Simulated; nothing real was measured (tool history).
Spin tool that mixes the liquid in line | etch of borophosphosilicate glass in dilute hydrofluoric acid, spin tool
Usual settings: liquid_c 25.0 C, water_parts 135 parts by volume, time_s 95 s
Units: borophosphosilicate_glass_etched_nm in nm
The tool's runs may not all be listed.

| run | hour | liquid_c | water_parts | time_s | read-back film thickness of the borophosphosilicate glass reference wafer, read on the same gauge (nm) | borophosphosilicate_glass_etched_nm |
|---|---|---|---|---|---|---|
| 1 | 0.0 | 25.0 | 135 | 125 | 146.78 | 23.88 |
| 2 | 119.5 | 25.0 | 100 | 95 | 146.61 | 25.40 |
| 3 | 188.5 | 25.0 | 100 | 95 | 146.50 | 25.62 |
| 4 | 260.0 | 22.0 | 135 | 95 | 146.43 | 16.23 |
| 5 | 321.1 | 22.0 | 135 | 95 | 146.37 | 16.17 |
| 6 | 400.9 | 25.0 | 135 | 95 | 146.30 | 18.07 |
| 7 | 486.7 | 25.0 | 135 | 95 | 146.21 | 18.16 |
| 8 | 579.2 | 25.0 | 135 | 95 | 146.14 | 18.17 |
| 9 | 655.2 | 25.0 | 135 | 80 | 146.10 | 15.23 |
| 10 | 718.0 | 25.0 | 135 | 95 | 146.07 | 18.18 |
| 11 | 816.8 | 25.0 | 135 | 95 | 146.03 | 18.06 |
| 12 | 903.4 | 30.0 | 110 | 70 | 145.97 | 20.59 |
|  | 946.8 | gauge calibrated |
| 13 | 948.0 | 25.0 | 135 | 145 | 150.10 | 28.31 |
|  | 1037.7 | hydrofluoric acid flow meter replaced |
| 14 | 1040.8 | 25.0 | 100 | 130 | 149.41 | 35.78 |
| 15 | 1081.3 | 25.0 | 135 | 95 | 149.08 | 18.43 |
| 16 | 1170.3 | 25.0 | 100 | 130 | 148.60 | 35.59 |
| 17 | 1243.9 | 25.0 | 135 | 95 | 148.18 | 18.41 |
| 18 | 1309.1 | 20.5 | 80 | 95 | 147.88 | 27.64 |
|  | 1337.3 | thermometer replaced |
| 19 | 1349.0 | 25.0 | 135 | 95 | 147.73 | 18.40 |
| 20 | 1421.8 | 25.0 | 135 | 45 | 147.48 | 8.66 |
| 21 | 1476.7 | 25.0 | 135 | 130 | 147.28 | 24.94 |
| 22 | 1570.7 | 25.0 | 135 | 95 | 147.00 | 18.20 |
| 23 | 1663.7 | 20.5 | 135 | 125 | 146.81 | 20.05 |
| 24 | 1761.1 | 26.5 | 85 | 150 | 146.62 | 51.70 |
| 25 | 1852.9 | 21.0 | 105 | 95 | 146.40 | 20.54 |
| 26 | 1919.3 | 20.5 | 135 | 95 | 146.33 | 15.28 |
| 27 | 1972.6 | 29.0 | 135 | 95 | 146.28 | 20.99 |
| 28 | 2028.2 | 25.0 | 135 | 95 | 146.19 | 18.15 |
| 29 | 2106.4 | 25.0 | 135 | 95 | 146.16 | 18.18 |
| 30 | 2191.3 | 25.0 | 135 | 55 | 146.01 | 10.37 |
| 31 | 2284.8 | 27.0 | 135 | 145 | 145.96 | 29.89 |
| 32 | 2380.3 | 26.5 | 115 | 95 | 145.91 | 22.98 |
| 33 | 2466.5 | 25.0 | 190 | 95 | 145.87 | 12.05 |

Hidden state or all else? Some run-to-run changes of borophosphosilicate_glass_etched_nm, split into what the settings, what came in and random variation would give without the hidden state, and what is left for the hidden state (with any gauge scatter that isn't in both results):
The hidden state here: liquid hotter than its thermometer reads (K); hydrofluoric acid flow below the setpoint (%); gauge reads high (%).
Run 12 -> 13: liquid_c 30.0 -> 25.0, water_parts 110 -> 135, time_s 70 -> 145, gauge calibrated. borophosphosilicate_glass_etched_nm +7.72 nm: hidden state +0.59, all else +7.13.
Run 23 -> 24: liquid_c 20.5 -> 26.5, water_parts 135 -> 85, time_s 125 -> 150. borophosphosilicate_glass_etched_nm +31.65 nm: hidden state -0.76, all else +32.41.
Run 24 -> 25: liquid_c 26.5 -> 21.0, water_parts 85 -> 105, time_s 150 -> 95. borophosphosilicate_glass_etched_nm -31.16 nm: hidden state +0.70, all else -31.86.
Run 30 -> 31: liquid_c 25.0 -> 27.0, time_s 55 -> 145. borophosphosilicate_glass_etched_nm +19.52 nm: hidden state -0.54, all else +20.06.
